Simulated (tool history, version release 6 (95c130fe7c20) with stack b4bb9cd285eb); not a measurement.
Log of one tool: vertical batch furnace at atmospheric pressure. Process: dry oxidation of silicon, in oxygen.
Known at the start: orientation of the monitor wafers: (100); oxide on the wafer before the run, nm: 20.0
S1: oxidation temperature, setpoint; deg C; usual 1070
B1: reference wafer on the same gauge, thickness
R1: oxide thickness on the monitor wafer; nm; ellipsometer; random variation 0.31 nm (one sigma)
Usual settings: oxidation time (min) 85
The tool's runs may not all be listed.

run 1 hour=0 | S1=1079 oxidation_time_(min)=85 | B1=117.03 | R1=132.79
run 2 hour=97.3 | S1=1070 oxidation_time_(min)=85 | B1=116.99 | R1=125.01
run 3 hour=166.7 | S1=1070 oxidation_time_(min)=85 | B1=116.94 | R1=126
run 4 hour=205 | S1=1070 oxidation_time_(min)=85 | B1=116.84 | R1=124.89
run 5 hour=290.2 | S1=1070 oxidation_time_(min)=54 | B1=117.05 | R1=95.66
run 6 hour=335.4 | S1=1070 oxidation_time_(min)=54 | B1=117.08 | R1=95.64
-- hour=437.5 thermocouples replaced and temperature profile calibrated
run 7 hour=438 | S1=1070 oxidation_time_(min)=85 | B1=117.08 | R1=121.17
run 8 hour=495.8 | S1=1070 oxidation_time_(min)=85 | B1=116.99 | R1=120.86
run 9 hour=566.4 | S1=1093 oxidation_time_(min)=62.5 | B1=116.9 | R1=118.68
-- hour=613 boat lift adjusted
-- hour=647.6 gauge calibrated
run 10 hour=662 | S1=1062 oxidation_time_(min)=96.5 | B1=117.03 | R1=122.86
run 11 hour=748 | S1=1070 oxidation_time_(min)=96 | B1=116.95 | R1=130.67
run 12 hour=832.5 | S1=1086 oxidation_time_(min)=124 | B1=116.96 | R1=170.36
run 13 hour=884.8 | S1=1070 oxidation_time_(min)=85 | B1=116.96 | R1=121.07
run 14 hour=924 | S1=1084 oxidation_time_(min)=63.5 | B1=117.11 | R1=112
run 15 hour=1018.7 | S1=1048 oxidation_time_(min)=99 | B1=117.12 | R1=112.71
run 16 hour=1063 | S1=1092 oxidation_time_(min)=52.5 | B1=116.97 | R1=106.56

What the log doesn't show, run by run:
monitor wafer colder than the profiled boat position, K: 0 in every run
gauge reads high (%): 0 in every run
H1: true tube temperature minus thermocouple reading, K
run=1 H1=4.18
run=2 H1=4.47
run=3 H1=4.69
run=4 H1=4.81
run=5 H1=5.08
run=6 H1=5.23
run=7 H1=0.0686
run=8 H1=0.0706
run=9 H1=0.0785
run=10 H1=0.0985
run=11 H1=0.126
run=12 H1=0.161
run=13 H1=0.187
run=14 H1=0.209
run=15 H1=0.269
run=16 H1=0.301

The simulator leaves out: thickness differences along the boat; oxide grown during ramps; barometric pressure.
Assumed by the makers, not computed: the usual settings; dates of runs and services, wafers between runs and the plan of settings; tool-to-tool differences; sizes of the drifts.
